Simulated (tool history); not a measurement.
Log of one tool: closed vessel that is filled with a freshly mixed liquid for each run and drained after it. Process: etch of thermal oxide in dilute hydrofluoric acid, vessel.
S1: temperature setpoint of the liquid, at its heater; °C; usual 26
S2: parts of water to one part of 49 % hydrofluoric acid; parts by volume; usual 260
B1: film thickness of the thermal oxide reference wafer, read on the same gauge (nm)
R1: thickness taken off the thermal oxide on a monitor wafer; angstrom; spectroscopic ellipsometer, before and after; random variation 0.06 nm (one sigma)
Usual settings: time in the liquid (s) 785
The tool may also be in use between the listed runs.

Run 1, day 0: usual settings; B1 149.96. Result: R1 147.4 angstrom.
Run 2, day 0.546: usual settings; B1 149.97. Result: R1 147.4 angstrom.
Run 3, day 1.1: usual settings but S2 180 parts by volume, time in the liquid (s) 535; B1 150.02. Result: R1 158.6 angstrom.
Run 4, day 1.583: usual settings but S2 180 parts by volume, time in the liquid (s) 535; B1 150.01. Result: R1 159.6 angstrom.
Run 5, day 2.158: usual settings but S2 180 parts by volume, time in the liquid (s) 535; B1 150.02. Result: R1 158.9 angstrom.
Run 6, day 2.55: usual settings; B1 149.98. Result: R1 150.8 angstrom.
Run 7, day 3.267: usual settings; B1 149.99. Result: R1 149.6 angstrom.
Run 8, day 4.008: usual settings; B1 150. Result: R1 150.3 angstrom.
Run 9, day 4.667: usual settings; B1 149.98. Result: R1 149.9 angstrom.
Run 10, day 5.262: usual settings but S1 24.5 °C; B1 150.01. Result: R1 142.8 angstrom.
Run 11, day 5.825: usual settings but S1 24.5 °C; B1 150.03. Result: R1 142.9 angstrom.
Run 12, day 6.908: usual settings but S1 25 °C, time in the liquid (s) 975; B1 150.01. Result: R1 181.8 angstrom.
At day 7.088: gauge calibrated.
Run 13, day 7.562: usual settings but S1 25 °C, time in the liquid (s) 975; B1 150.02. Result: R1 182.5 angstrom.
At day 7.604: hydrofluoric acid flow meter replaced.
Run 14, day 8.275: usual settings; B1 150.02. Result: R1 134.8 angstrom.
Run 15, day 8.746: usual settings; B1 150.01. Result: R1 134.6 angstrom.
Run 16, day 9.238: usual settings; B1 150. Result: R1 134.5 angstrom.
Run 17, day 9.904: usual settings but S2 365 parts by volume; B1 150.01. Result: R1 86.3 angstrom.
Run 18, day 10.279: usual settings; B1 149.98. Result: R1 134.5 angstrom.
Run 19, day 10.608: usual settings but time in the liquid (s) 345; B1 150.02. Result: R1 59.5 angstrom.
At day 10.975: thermometer replaced.
Run 20, day 11.125: usual settings but S1 28 °C, S2 310 parts by volume, time in the liquid (s) 995; B1 149.98. Result: R1 135.7 angstrom.
Run 21, day 11.804: usual settings but S1 29 °C, S2 145 parts by volume, time in the liquid (s) 1140; B1 149.97. Result: R1 415.6 angstrom.
Run 22, day 12.492: usual settings but S1 21.5 °C, time in the liquid (s) 465; B1 150.05. Result: R1 63.5 angstrom.
Run 23, day 13.221: usual settings but S1 30 °C, time in the liquid (s) 475; B1 150.05. Result: R1 87.5 angstrom.
Run 24, day 13.638: usual settings; B1 150.01. Result: R1 127.4 angstrom.
Run 25, day 14.075: usual settings but S2 300 parts by volume; B1 149.95. Result: R1 105 angstrom.
Run 26, day 14.629: usual settings; B1 149.98. Result: R1 126.6 angstrom.
Run 27, day 16.2: usual settings but S2 175 parts by volume, time in the liquid (s) 1005; B1 149.98. Result: R1 267 angstrom.
Run 28, day 16.883: usual settings but S1 24.5 °C, S2 340 parts by volume, time in the liquid (s) 1150; B1 149.98. Result: R1 125.2 angstrom.

4 ways to go on from here, each from the tool as it stands after run 28. What would each give?
Run A, day 16.921: usual settings but S2 345 parts by volume; B1 ?. Result: R1 ?.
Run B, day 16.921: usual settings but S2 360 parts by volume; B1 ?. Result: R1 ?.
Run C, day 16.921: usual settings but S2 175 parts by volume, time in the liquid (s) 965; B1 ?. Result: R1 ?.
Run D, day 16.921: usual settings but S1 30 °C, S2 200 parts by volume, time in the liquid (s) 535; B1 ?. Result: R1 ?.

run   B1     R1
  A  150     89
  B  150   84.1
  C  150  257.4
  D  150  139.9
Without the tool's hidden state the same runs would have given:
run     R1
  A   83.7
  B   79.1
  C  242.8
  D  131.9

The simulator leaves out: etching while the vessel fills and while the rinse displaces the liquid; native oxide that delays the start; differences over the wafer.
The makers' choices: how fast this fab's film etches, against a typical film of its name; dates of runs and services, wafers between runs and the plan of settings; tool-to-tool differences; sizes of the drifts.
